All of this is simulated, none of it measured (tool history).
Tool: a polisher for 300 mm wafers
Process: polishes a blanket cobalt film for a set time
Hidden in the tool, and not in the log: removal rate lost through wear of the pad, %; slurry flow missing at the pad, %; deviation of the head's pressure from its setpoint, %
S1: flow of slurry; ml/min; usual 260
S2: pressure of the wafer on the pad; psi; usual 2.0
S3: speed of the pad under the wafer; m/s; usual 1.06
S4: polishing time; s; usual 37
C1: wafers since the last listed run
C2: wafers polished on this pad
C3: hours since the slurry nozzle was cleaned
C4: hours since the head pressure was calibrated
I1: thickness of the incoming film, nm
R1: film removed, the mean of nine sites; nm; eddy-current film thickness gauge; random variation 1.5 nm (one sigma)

run,hour,S1,S2,S3,S4,C1,C2,C3,C4,I1,R1
1,0.0,260,2.0,1.06,37,0,2,39.4,692.7,798.8,180.7
2,37.0,260,2.0,1.06,37,380,382,76.4,729.7,776.3,178.4
3,106.8,260,2.0,1.06,37,716,1099,146.2,799.5,794.1,176.8
4,189.2,260,2.0,0.88,37,846,1946,228.6,881.9,790.7,145.5
# hour 252.9: worn pad replaced by a new one
5,269.2,260,2.0,1.06,37,780,167,308.6,961.9,785.9,176.5
6,308.0,260,2.0,1.06,37,398,565,347.4,1000.7,779.6,175.8
7,407.2,260,2.0,1.06,37,1018,1584,446.6,1099.9,784.5,174.4
# hour 450.9: head pressure recalibrated
8,452.8,260,2.3,0.88,37,447,2032,492.2,1.9,797.3,167.4
# hour 521.6: worn pad replaced by a new one
9,529.3,260,2.3,0.88,37,744,79,568.7,78.4,797.8,173.4
10,586.2,195,2.0,0.90,37,584,663,625.6,135.3,787.4,144.6
11,638.7,260,2.0,1.06,37,539,1202,678.1,187.8,779.4,172.8
# hour 640.8: slurry nozzle cleaned
12,690.2,260,2.0,1.06,37,518,1721,49.4,239.3,786.7,174.1
# hour 749.4: worn pad replaced by a new one
13,782.3,215,2.0,1.06,37,904,337,141.5,331.4,795.1,171.2
14,834.3,260,2.0,1.06,37,534,871,193.5,383.4,773.9,174.0
15,907.3,260,2.0,0.86,37,749,1621,266.5,456.4,778.9,143.7
16,979.8,260,2.0,1.06,37,744,2366,339.0,528.9,805.1,173.8
# hour 990.8: worn pad replaced by a new one
17,1068.8,230,2.0,1.06,30,873,800,428.0,617.9,790.4,139.1
18,1172.9,310,2.0,1.28,37,1069,1870,532.1,722.0,777.6,207.6
19,1209.4,230,2.0,1.06,49,374,2245,568.6,758.5,780.2,225.3

The same runs without the tool's hidden state, with the same run-to-run variation:
run,R1
1,180.9
2,180.9
3,181.6
4,150.4
5,178.1
6,179.3
7,180.1
8,173.3
9,174.0
10,147.5
11,177.5
12,179.6
13,173.7
14,178.5
15,148.5
16,180.2
17,142.8
18,215.3
19,233.9

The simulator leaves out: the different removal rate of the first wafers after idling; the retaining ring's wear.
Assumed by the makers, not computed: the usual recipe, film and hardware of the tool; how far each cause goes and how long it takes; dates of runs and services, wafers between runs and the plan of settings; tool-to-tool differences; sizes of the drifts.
